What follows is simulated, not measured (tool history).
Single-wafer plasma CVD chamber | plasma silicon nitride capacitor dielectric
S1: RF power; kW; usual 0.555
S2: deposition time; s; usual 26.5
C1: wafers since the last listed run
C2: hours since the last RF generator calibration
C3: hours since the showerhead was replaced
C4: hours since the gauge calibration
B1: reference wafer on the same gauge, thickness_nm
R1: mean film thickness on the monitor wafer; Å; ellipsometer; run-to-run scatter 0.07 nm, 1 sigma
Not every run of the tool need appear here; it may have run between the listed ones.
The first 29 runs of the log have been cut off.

Run 30, hour 363.9: usual settings but S1 0.515 kW, S2 31.0 s; C1 306; C2 70.7; C3 168.0; C4 492.7; B1 32.595. Result: R1 465.21 Å.
Run 31, hour 377.5: usual settings; C1 356; C2 84.3; C3 181.6; C4 506.3; B1 32.590. Result: R1 403.75 Å.
Run 32, hour 393.7: usual settings but S1 0.605 kW, S2 24.5 s; C1 424; C2 100.5; C3 197.8; C4 522.5; B1 32.594. Result: R1 383.53 Å.
Run 33, hour 406.8: usual settings but S2 24.7 s; C1 343; C2 113.6; C3 210.9; C4 535.6; B1 32.600. Result: R1 377.49 Å.
At hour 415.7: gauge calibrated.
Run 34, hour 418.6: usual settings but S1 0.490 kW, S2 24.9 s; C1 309; C2 125.4; C3 222.7; C4 2.9; B1 32.591. Result: R1 369.66 Å.
Run 35, hour 426.3: usual settings but S1 0.510 kW, S2 23.2 s; C1 201; C2 133.1; C3 230.4; C4 10.6; B1 32.592. Result: R1 347.37 Å.
Run 36, hour 437.1: usual settings; C1 283; C2 143.9; C3 241.2; C4 21.4; B1 32.621. Result: R1 403.92 Å.
Run 37, hour 449.5: usual settings; C1 325; C2 156.3; C3 253.6; C4 33.8; B1 32.590. Result: R1 405.86 Å.
Run 38, hour 458.0: usual settings but S1 0.500 kW, S2 24.8 s; C1 222; C2 164.8; C3 262.1; C4 42.3; B1 32.584. Result: R1 368.66 Å.
Run 39, hour 464.6: usual settings but S1 0.510 kW, S2 28.6 s; C1 173; C2 171.4; C3 268.7; C4 48.9; B1 32.608. Result: R1 427.48 Å.
Run 40, hour 475.9: usual settings but S1 0.460 kW, S2 24.8 s; C1 296; C2 182.7; C3 280.0; C4 60.2; B1 32.605. Result: R1 361.18 Å.
Run 41, hour 492.6: usual settings; C1 437; C2 199.4; C3 296.7; C4 76.9; B1 32.594. Result: R1 403.64 Å.
Run 42, hour 506.8: usual settings; C1 372; C2 213.6; C3 310.9; C4 91.1; B1 32.591. Result: R1 405.75 Å.
Run 43, hour 523.2: usual settings; C1 429; C2 230.0; C3 327.3; C4 107.5; B1 32.597. Result: R1 405.44 Å.
Run 44, hour 540.9: usual settings but S1 0.600 kW; C1 464; C2 247.7; C3 345.0; C4 125.2; B1 32.608. Result: R1 413.64 Å.
Run 45, hour 552.9: usual settings; C1 314; C2 259.7; C3 357.0; C4 137.2; B1 32.593. Result: R1 403.92 Å.

What if the next run were any one of these 3? Each begins from the tool's condition after run 45:
Run A, hour 553.3: usual settings but S1 0.495 kW; C1 10; C2 260.1; C3 357.4; C4 137.6; B1 ?. Result: R1 ?.
Run B, hour 553.3: usual settings but S1 0.620 kW; C1 10; C2 260.1; C3 357.4; C4 137.6; B1 ?. Result: R1 ?.
Run C, hour 553.3: usual settings but S1 0.505 kW, S2 31.2 s; C1 10; C2 260.1; C3 357.4; C4 137.6; B1 ?. Result: R1 ?.

run      B1      R1
  A  32.586  393.07
  B  32.586  416.44
  C  32.586  465.13
Without the tool's unlogged condition, the same runs would have read:
run      R1
  A  393.46
  B  416.85
  C  465.59
